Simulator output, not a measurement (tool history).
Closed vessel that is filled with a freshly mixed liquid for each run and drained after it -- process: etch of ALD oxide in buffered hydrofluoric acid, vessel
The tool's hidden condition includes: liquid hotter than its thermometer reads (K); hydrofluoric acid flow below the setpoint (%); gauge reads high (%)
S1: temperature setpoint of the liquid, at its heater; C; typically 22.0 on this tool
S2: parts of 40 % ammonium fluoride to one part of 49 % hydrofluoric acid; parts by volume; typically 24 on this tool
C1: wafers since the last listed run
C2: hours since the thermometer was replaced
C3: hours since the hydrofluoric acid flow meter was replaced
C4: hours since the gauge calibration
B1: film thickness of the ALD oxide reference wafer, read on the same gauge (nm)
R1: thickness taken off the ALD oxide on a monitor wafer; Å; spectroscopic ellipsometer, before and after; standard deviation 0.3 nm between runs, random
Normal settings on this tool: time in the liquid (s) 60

{"run": 1, "hour": 0.0, "S1": 22.0, "S2": 24, "time in the liquid (s)": 60, "C1": 0, "C2": 1943.4, "C3": 1058.7, "C4": 625.3, "B1": 69.99, "R1": 563.0}
{"hour": 30.7, "done": "gauge calibrated"}
{"run": 2, "hour": 33.1, "S1": 22.0, "S2": 24, "time in the liquid (s)": 60, "C1": 4708, "C2": 1976.5, "C3": 1091.8, "C4": 2.4, "B1": 69.99, "R1": 569.6}
{"run": 3, "hour": 52.2, "S1": 22.0, "S2": 17, "time in the liquid (s)": 60, "C1": 2716, "C2": 1995.6, "C3": 1110.9, "C4": 21.5, "B1": 70.02, "R1": 752.7}
{"run": 4, "hour": 67.5, "S1": 22.0, "S2": 17, "time in the liquid (s)": 60, "C1": 2176, "C2": 2010.9, "C3": 1126.2, "C4": 36.8, "B1": 70.0, "R1": 770.5}
{"run": 5, "hour": 98.7, "S1": 22.0, "S2": 17, "time in the liquid (s)": 60, "C1": 4438, "C2": 2042.1, "C3": 1157.4, "C4": 68.0, "B1": 69.98, "R1": 762.8}
{"run": 6, "hour": 128.0, "S1": 22.0, "S2": 24, "time in the liquid (s)": 40, "C1": 4167, "C2": 2071.4, "C3": 1186.7, "C4": 97.3, "B1": 69.99, "R1": 383.8}
{"run": 7, "hour": 164.0, "S1": 22.0, "S2": 24, "time in the liquid (s)": 60, "C1": 5120, "C2": 2107.4, "C3": 1222.7, "C4": 133.3, "B1": 70.01, "R1": 576.8}
{"run": 8, "hour": 185.8, "S1": 22.0, "S2": 24, "time in the liquid (s)": 60, "C1": 3100, "C2": 2129.2, "C3": 1244.5, "C4": 155.1, "B1": 70.0, "R1": 580.8}
{"run": 9, "hour": 204.8, "S1": 25.5, "S2": 24, "time in the liquid (s)": 60, "C1": 2702, "C2": 2148.2, "C3": 1263.5, "C4": 174.1, "B1": 69.98, "R1": 701.4}
{"run": 10, "hour": 225.2, "S1": 25.5, "S2": 24, "time in the liquid (s)": 60, "C1": 2901, "C2": 2168.6, "C3": 1283.9, "C4": 194.5, "B1": 69.99, "R1": 700.1}
{"run": 11, "hour": 256.5, "S1": 22.0, "S2": 24, "time in the liquid (s)": 60, "C1": 4452, "C2": 2199.9, "C3": 1315.2, "C4": 225.8, "B1": 70.02, "R1": 572.4}
{"run": 12, "hour": 271.2, "S1": 22.0, "S2": 24, "time in the liquid (s)": 60, "C1": 2091, "C2": 2214.6, "C3": 1329.9, "C4": 240.5, "B1": 69.98, "R1": 576.7}
{"run": 13, "hour": 298.7, "S1": 22.0, "S2": 24, "time in the liquid (s)": 60, "C1": 3911, "C2": 2242.1, "C3": 1357.4, "C4": 268.0, "B1": 70.01, "R1": 578.5}
{"hour": 307.9, "done": "thermometer replaced"}
{"run": 14, "hour": 318.7, "S1": 24.0, "S2": 24, "time in the liquid (s)": 60, "C1": 2702, "C2": 10.8, "C3": 1377.4, "C4": 288.0, "B1": 69.98, "R1": 576.8}
{"run": 15, "hour": 354.3, "S1": 22.0, "S2": 19, "time in the liquid (s)": 60, "C1": 5063, "C2": 46.4, "C3": 1413.0, "C4": 323.6, "B1": 69.99, "R1": 610.9}
{"run": 16, "hour": 369.8, "S1": 22.0, "S2": 19, "time in the liquid (s)": 60, "C1": 2204, "C2": 61.9, "C3": 1428.5, "C4": 339.1, "B1": 70.01, "R1": 611.1}
{"run": 17, "hour": 384.3, "S1": 22.0, "S2": 24, "time in the liquid (s)": 85, "C1": 2062, "C2": 76.4, "C3": 1443.0, "C4": 353.6, "B1": 69.99, "R1": 731.1}
{"run": 18, "hour": 402.3, "S1": 22.0, "S2": 21, "time in the liquid (s)": 50, "C1": 2560, "C2": 94.4, "C3": 1461.0, "C4": 371.6, "B1": 69.98, "R1": 474.4}
{"hour": 425.1, "done": "hydrofluoric acid flow meter replaced"}
{"run": 19, "hour": 432.9, "S1": 22.0, "S2": 30, "time in the liquid (s)": 60, "C1": 4210, "C2": 125.0, "C3": 7.8, "C4": 402.2, "B1": 70.02, "R1": 447.9}
{"run": 20, "hour": 466.9, "S1": 22.0, "S2": 24, "time in the liquid (s)": 30, "C1": 4836, "C2": 159.0, "C3": 41.8, "C4": 436.2, "B1": 70.01, "R1": 258.9}
{"run": 21, "hour": 480.1, "S1": 22.0, "S2": 19, "time in the liquid (s)": 60, "C1": 1877, "C2": 172.2, "C3": 55.0, "C4": 449.4, "B1": 69.99, "R1": 618.4}
{"run": 22, "hour": 515.8, "S1": 20.0, "S2": 30, "time in the liquid (s)": 70, "C1": 5078, "C2": 207.9, "C3": 90.7, "C4": 485.1, "B1": 69.99, "R1": 466.6}
{"run": 23, "hour": 530.9, "S1": 22.0, "S2": 24, "time in the liquid (s)": 75, "C1": 2147, "C2": 223.0, "C3": 105.8, "C4": 500.2, "B1": 70.02, "R1": 642.9}
{"run": 24, "hour": 546.3, "S1": 24.5, "S2": 24, "time in the liquid (s)": 50, "C1": 2190, "C2": 238.4, "C3": 121.2, "C4": 515.6, "B1": 69.99, "R1": 496.9}
{"run": 25, "hour": 563.8, "S1": 22.0, "S2": 24, "time in the liquid (s)": 60, "C1": 2489, "C2": 255.9, "C3": 138.7, "C4": 533.1, "B1": 69.98, "R1": 517.1}

Estimate the outcome of run 26 from the log above:
{"run": 26, "hour": 576.8, "S1": 22.0, "S2": 30, "time in the liquid (s)": 85, "C1": 1849, "C2": 268.9, "C3": 151.7, "C4": 546.1, "B1": "?", "R1": "?"}

B1: 70.02
R1: 629.7 Å
Were there no unlogged condition in the tool, this run, its random variation unchanged, would have produced R1 616.8 Å.
